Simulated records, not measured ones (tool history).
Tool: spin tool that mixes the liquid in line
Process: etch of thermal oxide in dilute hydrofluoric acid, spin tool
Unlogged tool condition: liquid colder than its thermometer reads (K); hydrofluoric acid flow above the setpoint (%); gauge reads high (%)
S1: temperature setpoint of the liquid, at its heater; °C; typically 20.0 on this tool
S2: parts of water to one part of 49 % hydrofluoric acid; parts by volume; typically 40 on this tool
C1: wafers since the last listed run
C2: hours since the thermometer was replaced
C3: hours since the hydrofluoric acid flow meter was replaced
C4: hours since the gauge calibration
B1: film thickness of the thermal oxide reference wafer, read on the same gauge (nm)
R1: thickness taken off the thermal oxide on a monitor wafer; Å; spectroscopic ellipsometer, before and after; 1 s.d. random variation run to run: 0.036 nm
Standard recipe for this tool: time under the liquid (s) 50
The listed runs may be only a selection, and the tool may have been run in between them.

{"run": 1, "hour": 0.0, "S1": 20.0, "S2": 40, "time under the liquid (s)": 50, "C1": 0, "C2": 116.2, "C3": 40.0, "C4": 585.1, "B1": 149.98, "R1": 50.5}
{"run": 2, "hour": 293.8, "S1": 20.0, "S2": 40, "time under the liquid (s)": 50, "C1": 4614, "C2": 410.0, "C3": 333.8, "C4": 878.9, "B1": 150.01, "R1": 49.4}
{"run": 3, "hour": 391.3, "S1": 17.5, "S2": 40, "time under the liquid (s)": 50, "C1": 1531, "C2": 507.5, "C3": 431.3, "C4": 976.4, "B1": 149.98, "R1": 43.9}
{"run": 4, "hour": 436.2, "S1": 18.5, "S2": 40, "time under the liquid (s)": 50, "C1": 705, "C2": 552.4, "C3": 476.2, "C4": 1021.3, "B1": 149.98, "R1": 46.5}
{"hour": 470.5, "done": "hydrofluoric acid flow meter replaced"}
{"run": 5, "hour": 517.8, "S1": 18.5, "S2": 40, "time under the liquid (s)": 50, "C1": 1265, "C2": 634.0, "C3": 47.3, "C4": 1102.9, "B1": 150.06, "R1": 45.5}
{"run": 6, "hour": 567.6, "S1": 18.5, "S2": 40, "time under the liquid (s)": 50, "C1": 782, "C2": 683.8, "C3": 97.1, "C4": 1152.7, "B1": 149.98, "R1": 45.9}
{"hour": 631.2, "done": "thermometer replaced"}
{"run": 7, "hour": 691.2, "S1": 20.0, "S2": 40, "time under the liquid (s)": 50, "C1": 1925, "C2": 60.0, "C3": 220.7, "C4": 1276.3, "B1": 150.0, "R1": 47.4}
{"run": 8, "hour": 754.2, "S1": 20.0, "S2": 40, "time under the liquid (s)": 50, "C1": 989, "C2": 123.0, "C3": 283.7, "C4": 1339.3, "B1": 150.0, "R1": 47.6}
{"run": 9, "hour": 804.7, "S1": 20.0, "S2": 40, "time under the liquid (s)": 50, "C1": 793, "C2": 173.5, "C3": 334.2, "C4": 1389.8, "B1": 150.04, "R1": 46.7}
{"run": 10, "hour": 873.9, "S1": 20.0, "S2": 40, "time under the liquid (s)": 50, "C1": 1086, "C2": 242.7, "C3": 403.4, "C4": 1459.0, "B1": 150.0, "R1": 46.5}
{"hour": 910.1, "done": "hydrofluoric acid flow meter replaced"}
{"run": 11, "hour": 972.6, "S1": 20.0, "S2": 40, "time under the liquid (s)": 50, "C1": 1534, "C2": 341.4, "C3": 62.5, "C4": 1557.7, "B1": 149.99, "R1": 46.7}
{"hour": 978.5, "done": "thermometer replaced, repeated, since the last time left the tool worse"}
{"run": 12, "hour": 1043.0, "S1": 20.0, "S2": 45, "time under the liquid (s)": 50, "C1": 1089, "C2": 64.5, "C3": 132.9, "C4": 1628.1, "B1": 149.99, "R1": 44.5}
{"hour": 1102.6, "done": "gauge calibrated"}
{"run": 13, "hour": 1123.7, "S1": 20.0, "S2": 25, "time under the liquid (s)": 20, "C1": 1267, "C2": 145.2, "C3": 213.6, "C4": 21.1, "B1": 150.01, "R1": 33.4}
{"run": 14, "hour": 1230.7, "S1": 20.0, "S2": 50, "time under the liquid (s)": 50, "C1": 1680, "C2": 252.2, "C3": 320.6, "C4": 128.1, "B1": 150.01, "R1": 39.1}
{"run": 15, "hour": 1266.9, "S1": 20.0, "S2": 60, "time under the liquid (s)": 50, "C1": 568, "C2": 288.4, "C3": 356.8, "C4": 164.3, "B1": 150.01, "R1": 33.0}
{"run": 16, "hour": 1348.1, "S1": 20.0, "S2": 40, "time under the liquid (s)": 30, "C1": 1275, "C2": 369.6, "C3": 438.0, "C4": 245.5, "B1": 150.02, "R1": 29.7}
{"run": 17, "hour": 1399.6, "S1": 20.0, "S2": 40, "time under the liquid (s)": 50, "C1": 808, "C2": 421.1, "C3": 489.5, "C4": 297.0, "B1": 150.0, "R1": 49.8}
{"hour": 1420.6, "done": "hydrofluoric acid flow meter replaced"}
{"run": 18, "hour": 1439.6, "S1": 20.0, "S2": 35, "time under the liquid (s)": 50, "C1": 612, "C2": 461.1, "C3": 19.0, "C4": 337.0, "B1": 149.98, "R1": 56.5}
{"run": 19, "hour": 1521.0, "S1": 18.5, "S2": 40, "time under the liquid (s)": 50, "C1": 1278, "C2": 542.5, "C3": 100.4, "C4": 418.4, "B1": 150.0, "R1": 45.9}
{"hour": 1553.6, "done": "thermometer replaced"}
{"hour": 1827.0, "done": "hydrofluoric acid flow meter replaced"}
{"run": 20, "hour": 1831.8, "S1": 17.0, "S2": 45, "time under the liquid (s)": 35, "C1": 4849, "C2": 278.2, "C3": 4.8, "C4": 729.2, "B1": 150.0, "R1": 27.2}
{"run": 21, "hour": 1890.9, "S1": 20.0, "S2": 40, "time under the liquid (s)": 20, "C1": 928, "C2": 337.3, "C3": 63.9, "C4": 788.3, "B1": 150.01, "R1": 20.0}
{"run": 22, "hour": 1994.7, "S1": 20.0, "S2": 40, "time under the liquid (s)": 50, "C1": 1630, "C2": 441.1, "C3": 167.7, "C4": 892.1, "B1": 150.0, "R1": 49.9}
{"run": 23, "hour": 2075.9, "S1": 17.0, "S2": 50, "time under the liquid (s)": 70, "C1": 1275, "C2": 522.3, "C3": 248.9, "C4": 973.3, "B1": 149.96, "R1": 48.1}

What if the next run were any one of these 5? Each begins from the tool's condition after run 23:
{"run": "A", "hour": 2076.3, "S1": 20.0, "S2": 40, "time under the liquid (s)": 35, "C1": 6, "C2": 522.7, "C3": 249.3, "C4": 973.7, "B1": "?", "R1": "?"}
{"run": "B", "hour": 2076.3, "S1": 17.0, "S2": 60, "time under the liquid (s)": 50, "C1": 6, "C2": 522.7, "C3": 249.3, "C4": 973.7, "B1": "?", "R1": "?"}
{"run": "C", "hour": 2076.3, "S1": 23.0, "S2": 40, "time under the liquid (s)": 25, "C1": 6, "C2": 522.7, "C3": 249.3, "C4": 973.7, "B1": "?", "R1": "?"}
{"run": "D", "hour": 2076.3, "S1": 21.5, "S2": 50, "time under the liquid (s)": 50, "C1": 6, "C2": 522.7, "C3": 249.3, "C4": 973.7, "B1": "?", "R1": "?"}
{"run": "E", "hour": 2076.3, "S1": 20.0, "S2": 40, "time under the liquid (s)": 25, "C1": 6, "C2": 522.7, "C3": 249.3, "C4": 973.7, "B1": "?", "R1": "?"}

run=A B1=150.02 R1=34.8
run=B B1=150.02 R1=28.4
run=C B1=150.02 R1=28.2
run=D B1=150.02 R1=41.9
run=E B1=150.02 R1=24.8
The same runs, with their run-to-run variation unchanged, on a tool lacking any hidden condition would have given:
run=A R1=36.1
run=B R1=29.5
run=C R1=29.3
run=D R1=43.4
run=E R1=25.8

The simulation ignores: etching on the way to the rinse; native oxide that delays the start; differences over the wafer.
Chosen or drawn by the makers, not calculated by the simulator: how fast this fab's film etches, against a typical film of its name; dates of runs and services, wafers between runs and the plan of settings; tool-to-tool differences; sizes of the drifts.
